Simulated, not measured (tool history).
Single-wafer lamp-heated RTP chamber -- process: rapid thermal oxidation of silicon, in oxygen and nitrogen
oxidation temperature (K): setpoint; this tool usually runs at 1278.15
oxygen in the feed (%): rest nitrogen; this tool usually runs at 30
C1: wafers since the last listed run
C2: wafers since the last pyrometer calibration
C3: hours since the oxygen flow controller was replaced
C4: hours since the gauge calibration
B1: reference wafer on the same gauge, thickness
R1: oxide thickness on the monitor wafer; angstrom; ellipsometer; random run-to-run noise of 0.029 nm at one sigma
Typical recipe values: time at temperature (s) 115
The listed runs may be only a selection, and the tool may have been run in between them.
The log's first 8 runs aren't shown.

run 9 day=21.508 | oxidation_temperature_(K)=1259.15 time_at_temperature_(s)=135 oxygen_in_the_feed_(%)=30 | C1=638 C2=5253 C3=6270.6 C4=1938.5 | B1=5.588 | R1=55.57
run 10 day=22.938 | oxidation_temperature_(K)=1278.15 time_at_temperature_(s)=115 oxygen_in_the_feed_(%)=30 | C1=404 C2=5657 C3=6304.9 C4=1972.8 | B1=5.590 | R1=59.27
-- day=25.233 pyrometer window cleaned and pyrometer calibrated
run 11 day=28.979 | oxidation_temperature_(K)=1278.15 time_at_temperature_(s)=115 oxygen_in_the_feed_(%)=30 | C1=1616 C2=1060 C3=6449.9 C4=2117.8 | B1=5.591 | R1=59.27
run 12 day=30.158 | oxidation_temperature_(K)=1278.15 time_at_temperature_(s)=115 oxygen_in_the_feed_(%)=30 | C1=333 C2=1393 C3=6478.2 C4=2146.1 | B1=5.594 | R1=59.31
run 13 day=32.129 | oxidation_temperature_(K)=1278.15 time_at_temperature_(s)=115 oxygen_in_the_feed_(%)=30 | C1=558 C2=1952 C3=6525.5 C4=2193.4 | B1=5.586 | R1=59.20
run 14 day=36.117 | oxidation_temperature_(K)=1278.15 time_at_temperature_(s)=115 oxygen_in_the_feed_(%)=30 | C1=1129 C2=3081 C3=6621.2 C4=2289.1 | B1=5.592 | R1=59.71
run 15 day=37.542 | oxidation_temperature_(K)=1278.15 time_at_temperature_(s)=115 oxygen_in_the_feed_(%)=30 | C1=403 C2=3484 C3=6655.4 C4=2323.3 | B1=5.590 | R1=59.03
run 16 day=39.479 | oxidation_temperature_(K)=1278.15 time_at_temperature_(s)=73 oxygen_in_the_feed_(%)=30 | C1=548 C2=4033 C3=6701.9 C4=2369.8 | B1=5.588 | R1=48.83
run 17 day=41.888 | oxidation_temperature_(K)=1278.15 time_at_temperature_(s)=115 oxygen_in_the_feed_(%)=30 | C1=681 C2=4715 C3=6759.7 C4=2427.6 | B1=5.587 | R1=59.71
run 18 day=44.408 | oxidation_temperature_(K)=1278.15 time_at_temperature_(s)=115 oxygen_in_the_feed_(%)=30 | C1=713 C2=5428 C3=6820.2 C4=2488.1 | B1=5.593 | R1=60.08
-- day=45.175 pyrometer window cleaned and pyrometer calibrated
run 19 day=45.758 | oxidation_temperature_(K)=1278.15 time_at_temperature_(s)=115 oxygen_in_the_feed_(%)=20 | C1=287 C2=164 C3=6852.6 C4=2520.5 | B1=5.590 | R1=52.01
run 20 day=47.288 | oxidation_temperature_(K)=1292.15 time_at_temperature_(s)=115 oxygen_in_the_feed_(%)=39 | C1=432 C2=597 C3=6889.3 C4=2557.2 | B1=5.593 | R1=71.94
run 21 day=49.050 | oxidation_temperature_(K)=1300.15 time_at_temperature_(s)=115 oxygen_in_the_feed_(%)=30 | C1=499 C2=1096 C3=6931.6 C4=2599.5 | B1=5.598 | R1=69.53
run 22 day=50.762 | oxidation_temperature_(K)=1290.15 time_at_temperature_(s)=73 oxygen_in_the_feed_(%)=43 | C1=484 C2=1581 C3=6972.7 C4=2640.6 | B1=5.591 | R1=60.07
-- day=51.638 gauge calibrated
-- day=51.962 oxygen flow controller replaced
run 23 day=52.671 | oxidation_temperature_(K)=1292.15 time_at_temperature_(s)=157 oxygen_in_the_feed_(%)=17 | C1=445 C2=2027 C3=17.0 C4=24.8 | B1=5.594 | R1=61.38
run 24 day=55.162 | oxidation_temperature_(K)=1278.15 time_at_temperature_(s)=115 oxygen_in_the_feed_(%)=60 | C1=705 C2=2733 C3=76.8 C4=84.6 | B1=5.593 | R1=75.62
run 25 day=57.633 | oxidation_temperature_(K)=1260.15 time_at_temperature_(s)=83 oxygen_in_the_feed_(%)=43 | C1=699 C2=3432 C3=136.1 C4=143.9 | B1=5.589 | R1=51.37
run 26 day=60.508 | oxidation_temperature_(K)=1301.15 time_at_temperature_(s)=115 oxygen_in_the_feed_(%)=30 | C1=814 C2=4246 C3=205.1 C4=212.9 | B1=5.590 | R1=69.19
run 27 day=61.729 | oxidation_temperature_(K)=1278.15 time_at_temperature_(s)=94 oxygen_in_the_feed_(%)=30 | C1=345 C2=4592 C3=234.4 C4=242.2 | B1=5.591 | R1=54.34
-- day=62.921 pyrometer window cleaned and pyrometer calibrated
run 28 day=63.667 | oxidation_temperature_(K)=1278.15 time_at_temperature_(s)=72 oxygen_in_the_feed_(%)=17 | C1=454 C2=211 C3=280.9 C4=288.7 | B1=5.592 | R1=41.14
run 29 day=65.512 | oxidation_temperature_(K)=1278.15 time_at_temperature_(s)=115 oxygen_in_the_feed_(%)=30 | C1=522 C2=733 C3=325.2 C4=333.0 | B1=5.581 | R1=59.21

The next listed run, before its measurement:
run 30 day=67.967 | oxidation_temperature_(K)=1278.15 time_at_temperature_(s)=115 oxygen_in_the_feed_(%)=30 | C1=694 C2=1428 C3=384.1 C4=391.9 | B1=? | R1=?

B1: 5.587
R1: 59.02 angstrom
The same run, on a tool lacking any hidden state, would have yielded R1 59.02 angstrom.
